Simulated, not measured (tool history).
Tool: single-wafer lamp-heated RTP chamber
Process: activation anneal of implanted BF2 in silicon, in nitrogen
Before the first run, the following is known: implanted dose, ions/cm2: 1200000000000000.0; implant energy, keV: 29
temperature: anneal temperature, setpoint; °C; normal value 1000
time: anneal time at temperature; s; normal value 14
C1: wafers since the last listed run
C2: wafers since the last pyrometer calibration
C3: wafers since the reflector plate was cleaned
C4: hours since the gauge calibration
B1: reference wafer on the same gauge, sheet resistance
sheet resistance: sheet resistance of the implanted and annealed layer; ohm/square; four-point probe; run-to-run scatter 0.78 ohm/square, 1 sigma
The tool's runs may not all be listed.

run 1 day=0.000 | temperature=1000 time=18 | C1=0 C2=52 C3=2339 C4=719.7 | B1=151.66 | sheet_resistance=150.16
run 2 day=1.200 | temperature=1000 time=18 | C1=497 C2=550 C3=2836 C4=748.5 | B1=151.42 | sheet_resistance=149.89
run 3 day=2.579 | temperature=1010 time=17 | C1=571 C2=1121 C3=3408 C4=781.6 | B1=151.17 | sheet_resistance=139.31
run 4 day=3.529 | temperature=1010 time=17 | C1=393 C2=1515 C3=3802 C4=804.4 | B1=150.94 | sheet_resistance=139.90
run 5 day=4.112 | temperature=1008 time=14 | C1=241 C2=1756 C3=4043 C4=818.4 | B1=150.80 | sheet_resistance=143.46
run 6 day=5.058 | temperature=1008 time=14 | C1=391 C2=2148 C3=4435 C4=841.1 | B1=150.56 | sheet_resistance=144.56
run 7 day=5.888 | temperature=1008 time=14 | C1=343 C2=2492 C3=4779 C4=861.0 | B1=150.35 | sheet_resistance=145.73
run 8 day=7.212 | temperature=1000 time=14 | C1=549 C2=3041 C3=5328 C4=892.8 | B1=150.07 | sheet_resistance=152.05
run 9 day=7.833 | temperature=1000 time=14 | C1=257 C2=3298 C3=5585 C4=907.7 | B1=150.12 | sheet_resistance=151.64
run 10 day=8.600 | temperature=1000 time=14 | C1=317 C2=3616 C3=5903 C4=926.1 | B1=149.76 | sheet_resistance=151.68
run 11 day=9.883 | temperature=1000 time=14 | C1=531 C2=4148 C3=6435 C4=956.9 | B1=149.39 | sheet_resistance=149.54
-- day=11.000 pyrometer window cleaned and pyrometer calibrated
run 12 day=11.021 | temperature=1000 time=14 | C1=333 C2=8 C3=6768 C4=984.2 | B1=149.12 | sheet_resistance=150.76
-- day=11.479 reflector plate cleaned
run 13 day=11.588 | temperature=1000 time=14 | C1=96 C2=104 C3=45 C4=997.8 | B1=148.97 | sheet_resistance=149.77
run 14 day=12.562 | temperature=1000 time=14 | C1=404 C2=508 C3=449 C4=1021.2 | B1=148.67 | sheet_resistance=149.50
run 15 day=14.050 | temperature=1019 time=7 | C1=616 C2=1125 C3=1065 C4=1056.9 | B1=148.24 | sheet_resistance=143.41
run 16 day=18.479 | temperature=1000 time=14 | C1=1835 C2=2960 C3=2900 C4=1163.2 | B1=146.93 | sheet_resistance=147.99
run 17 day=19.071 | temperature=1022 time=19 | C1=245 C2=3205 C3=3145 C4=1177.4 | B1=146.78 | sheet_resistance=127.49
-- day=19.688 pyrometer window cleaned and pyrometer calibrated
run 18 day=20.338 | temperature=1000 time=14 | C1=386 C2=268 C3=3532 C4=1207.8 | B1=146.57 | sheet_resistance=147.32
-- day=21.271 gauge calibrated
run 19 day=21.379 | temperature=1000 time=14 | C1=431 C2=700 C3=3964 C4=2.6 | B1=154.90 | sheet_resistance=156.39
run 20 day=22.329 | temperature=1022 time=8 | C1=393 C2=1094 C3=4357 C4=25.4 | B1=155.02 | sheet_resistance=146.00
run 21 day=23.725 | temperature=1000 time=21 | C1=578 C2=1672 C3=4936 C4=58.9 | B1=154.91 | sheet_resistance=150.02
run 22 day=24.621 | temperature=1000 time=19 | C1=371 C2=2043 C3=5307 C4=80.4 | B1=154.67 | sheet_resistance=151.33
run 23 day=25.492 | temperature=975 time=18 | C1=360 C2=2404 C3=5668 C4=101.3 | B1=154.84 | sheet_resistance=180.40
run 24 day=26.100 | temperature=991 time=11 | C1=252 C2=2656 C3=5920 C4=115.9 | B1=154.84 | sheet_resistance=167.16
run 25 day=27.279 | temperature=1000 time=14 | C1=488 C2=3145 C3=6409 C4=144.2 | B1=154.59 | sheet_resistance=155.97
-- day=28.400 pyrometer window cleaned and pyrometer calibrated
run 26 day=28.775 | temperature=1008 time=11 | C1=481 C2=156 C3=6890 C4=180.1 | B1=154.87 | sheet_resistance=152.54
run 27 day=31.271 | temperature=977 time=17 | C1=1034 C2=1190 C3=7925 C4=240.0 | B1=154.62 | sheet_resistance=178.44
-- day=31.788 reflector plate cleaned
run 28 day=32.075 | temperature=1021 time=14 | C1=195 C2=1385 C3=118 C4=259.3 | B1=154.42 | sheet_resistance=138.44
run 29 day=36.500 | temperature=989 time=18 | C1=1833 C2=3219 C3=1952 C4=365.5 | B1=154.10 | sheet_resistance=161.95
run 30 day=37.188 | temperature=1000 time=14 | C1=284 C2=3503 C3=2237 C4=382.0 | B1=154.12 | sheet_resistance=154.07
run 31 day=38.221 | temperature=1018 time=17 | C1=428 C2=3932 C3=2665 C4=406.8 | B1=153.91 | sheet_resistance=137.21
-- day=38.904 pyrometer window cleaned and pyrometer calibrated
run 32 day=39.404 | temperature=984 time=12 | C1=352 C2=207 C3=3017 C4=435.2 | B1=153.80 | sheet_resistance=175.08
run 33 day=40.658 | temperature=1000 time=10 | C1=519 C2=727 C3=3537 C4=465.3 | B1=153.67 | sheet_resistance=159.95
run 34 day=41.596 | temperature=979 time=20 | C1=388 C2=1115 C3=3925 C4=487.8 | B1=153.50 | sheet_resistance=170.54
run 35 day=42.442 | temperature=977 time=8 | C1=350 C2=1466 C3=4276 C4=508.1 | B1=153.52 | sheet_resistance=185.92
run 36 day=43.346 | temperature=1027 time=22 | C1=374 C2=1840 C3=4650 C4=529.8 | B1=153.31 | sheet_resistance=126.05

A few steps of sheet resistance between consecutive runs. Split each: what settings, incoming material and random variation would produce without the hidden state, and what is left over for the hidden state, along with gauge scatter present in only one of the two compared results (measured, and without hidden state):
What the log doesn't record here: true wafer temperature minus pyrometer reading, K; wafer temperature error from the tarnished reflector plate, K; gauge reads high (%).
Run 15 -> 16: temperature 1019 -> 1000, time 7 -> 14. sheet resistance +4.58 ohm/square: hidden state -1.60, all else +6.18.
Run 17 -> 18: temperature 1022 -> 1000, time 19 -> 14, pyrometer window cleaned and pyrometer calibrated. sheet resistance +19.83 ohm/square: hidden state -1.55, all else +21.38.
Run 18 -> 19: gauge calibrated. sheet resistance +9.07 ohm/square: hidden state +8.59, all else +0.48.
Run 27 -> 28: temperature 977 -> 1021, time 17 -> 14, reflector plate cleaned. sheet resistance -40.00 ohm/square: hidden state +0.06, all else -40.06.
Run 31 -> 32: temperature 1018 -> 984, time 17 -> 12, pyrometer window cleaned and pyrometer calibrated. sheet resistance +37.87 ohm/square: hidden state -0.41, all else +38.28.
Run 35 -> 36: temperature 977 -> 1027, time 8 -> 22. sheet resistance -59.87 ohm/square: hidden state +0.48, all else -60.35.

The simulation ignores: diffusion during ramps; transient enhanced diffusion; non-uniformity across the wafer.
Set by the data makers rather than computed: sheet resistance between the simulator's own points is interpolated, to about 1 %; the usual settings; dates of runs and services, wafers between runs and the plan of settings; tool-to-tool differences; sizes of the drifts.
